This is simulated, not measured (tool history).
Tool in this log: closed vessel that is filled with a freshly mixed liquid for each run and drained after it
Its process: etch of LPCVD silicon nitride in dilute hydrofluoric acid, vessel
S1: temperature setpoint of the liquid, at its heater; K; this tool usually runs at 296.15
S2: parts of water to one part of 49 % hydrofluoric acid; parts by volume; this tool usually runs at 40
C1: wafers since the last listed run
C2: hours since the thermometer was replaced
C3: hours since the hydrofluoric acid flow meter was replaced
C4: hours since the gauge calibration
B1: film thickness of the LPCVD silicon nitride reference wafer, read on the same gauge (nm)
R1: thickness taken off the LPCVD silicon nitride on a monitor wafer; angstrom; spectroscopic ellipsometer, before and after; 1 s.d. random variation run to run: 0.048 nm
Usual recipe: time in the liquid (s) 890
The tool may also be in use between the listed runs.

{"run": 1, "day": 0.0, "S1": 296.15, "S2": 40, "time in the liquid (s)": 890, "C1": 0, "C2": 834.9, "C3": 1946.8, "C4": 129.5, "B1": 80, "R1": 117.1}
{"run": 2, "day": 0.742, "S1": 296.15, "S2": 40, "time in the liquid (s)": 890, "C1": 1447, "C2": 852.7, "C3": 1964.6, "C4": 147.3, "B1": 79.99, "R1": 117.5}
{"run": 3, "day": 1.171, "S1": 294.65, "S2": 40, "time in the liquid (s)": 890, "C1": 837, "C2": 863, "C3": 1974.9, "C4": 157.6, "B1": 80.01, "R1": 106.3}
{"run": 4, "day": 1.629, "S1": 296.15, "S2": 40, "time in the liquid (s)": 890, "C1": 894, "C2": 874, "C3": 1985.9, "C4": 168.6, "B1": 80, "R1": 118.2}
{"run": 5, "day": 2.158, "S1": 296.15, "S2": 40, "time in the liquid (s)": 890, "C1": 1032, "C2": 886.7, "C3": 1998.6, "C4": 181.3, "B1": 80, "R1": 119.4}
{"run": 6, "day": 2.688, "S1": 296.15, "S2": 40, "time in the liquid (s)": 1185, "C1": 1032, "C2": 899.4, "C3": 2011.3, "C4": 194, "B1": 79.98, "R1": 157.1}
{"run": 7, "day": 3.067, "S1": 296.15, "S2": 40, "time in the liquid (s)": 1185, "C1": 740, "C2": 908.5, "C3": 2020.4, "C4": 203.1, "B1": 80.02, "R1": 158}
{"run": 8, "day": 3.504, "S1": 296.15, "S2": 40, "time in the liquid (s)": 1185, "C1": 853, "C2": 919, "C3": 2030.9, "C4": 213.6, "B1": 79.98, "R1": 159.6}
{"run": 9, "day": 4.2, "S1": 296.15, "S2": 40, "time in the liquid (s)": 890, "C1": 1358, "C2": 935.7, "C3": 2047.6, "C4": 230.3, "B1": 80.02, "R1": 120.5}
{"run": 10, "day": 5.562, "S1": 296.15, "S2": 40, "time in the liquid (s)": 890, "C1": 2659, "C2": 968.4, "C3": 2080.3, "C4": 263, "B1": 80, "R1": 120.3}
{"day": 5.746, "done": "thermometer replaced"}
{"run": 11, "day": 5.883, "S1": 296.15, "S2": 40, "time in the liquid (s)": 890, "C1": 544, "C2": 3.3, "C3": 2088, "C4": 270.7, "B1": 80.01, "R1": 102}
{"day": 5.921, "done": "gauge calibrated"}
{"run": 12, "day": 6.533, "S1": 297.65, "S2": 50, "time in the liquid (s)": 890, "C1": 1268, "C2": 18.9, "C3": 2103.6, "C4": 14.7, "B1": 79.98, "R1": 91.3}
{"run": 13, "day": 8.642, "S1": 297.65, "S2": 40, "time in the liquid (s)": 1170, "C1": 4115, "C2": 69.5, "C3": 2154.2, "C4": 65.3, "B1": 80.02, "R1": 150.3}
{"day": 8.8, "done": "hydrofluoric acid flow meter replaced"}
{"run": 14, "day": 9.171, "S1": 296.15, "S2": 40, "time in the liquid (s)": 890, "C1": 951, "C2": 82.2, "C3": 8.9, "C4": 78, "B1": 80.01, "R1": 102.6}
{"run": 15, "day": 9.883, "S1": 296.15, "S2": 25, "time in the liquid (s)": 1325, "C1": 1390, "C2": 99.3, "C3": 26, "C4": 95.1, "B1": 80, "R1": 241}
{"run": 16, "day": 10.608, "S1": 296.15, "S2": 40, "time in the liquid (s)": 890, "C1": 1415, "C2": 116.7, "C3": 43.4, "C4": 112.5, "B1": 79.99, "R1": 103.7}
{"run": 17, "day": 11.892, "S1": 296.15, "S2": 40, "time in the liquid (s)": 1065, "C1": 2504, "C2": 147.5, "C3": 74.2, "C4": 143.3, "B1": 79.98, "R1": 124.5}
{"run": 18, "day": 12.433, "S1": 300.15, "S2": 55, "time in the liquid (s)": 890, "C1": 1057, "C2": 160.5, "C3": 87.2, "C4": 156.3, "B1": 80, "R1": 99}
{"run": 19, "day": 13.183, "S1": 296.15, "S2": 60, "time in the liquid (s)": 705, "C1": 1463, "C2": 178.5, "C3": 105.2, "C4": 174.3, "B1": 80, "R1": 55.8}
{"run": 20, "day": 13.575, "S1": 296.15, "S2": 40, "time in the liquid (s)": 890, "C1": 764, "C2": 187.9, "C3": 114.6, "C4": 183.7, "B1": 80.01, "R1": 104.6}
{"run": 21, "day": 14.271, "S1": 296.15, "S2": 40, "time in the liquid (s)": 1360, "C1": 1358, "C2": 204.6, "C3": 131.3, "C4": 200.4, "B1": 79.98, "R1": 159.4}
{"run": 22, "day": 14.738, "S1": 299.15, "S2": 20, "time in the liquid (s)": 510, "C1": 910, "C2": 215.8, "C3": 142.5, "C4": 211.6, "B1": 80, "R1": 144.2}
{"run": 23, "day": 15.442, "S1": 296.15, "S2": 40, "time in the liquid (s)": 505, "C1": 1374, "C2": 232.7, "C3": 159.4, "C4": 228.5, "B1": 80, "R1": 60.1}
{"day": 15.738, "done": "gauge calibrated"}
{"run": 24, "day": 15.846, "S1": 300.65, "S2": 40, "time in the liquid (s)": 1315, "C1": 788, "C2": 242.4, "C3": 169.1, "C4": 2.6, "B1": 80.01, "R1": 210.5}

Across each entry between runs, compare the hidden state at the last listed run before it with the hidden state at the first listed run after it:
Runs 10 to 11: thermometer replaced (day 5.746)
  liquid hotter than its thermometer reads (K): 2.6 -> 0.146
  measured result minus the result with no hidden state, R1: +19.4 -> +1.1 angstrom
Runs 11 to 12: gauge calibrated (day 5.921)
  liquid hotter than its thermometer reads (K): 0.146 -> 0.186
  measured result minus the result with no hidden state, R1: +1.1 -> +1.1 angstrom
Runs 13 to 14: hydrofluoric acid flow meter replaced (day 8.8)
  liquid hotter than its thermometer reads (K): 0.314 -> 0.346
  measured result minus the result with no hidden state, R1: +3.1 -> +2.4 angstrom
Runs 23 to 24: gauge calibrated (day 15.738)
  liquid hotter than its thermometer reads (K): 0.727 -> 0.751
  measured result minus the result with no hidden state, R1: +2.9 -> +10.1 angstrom
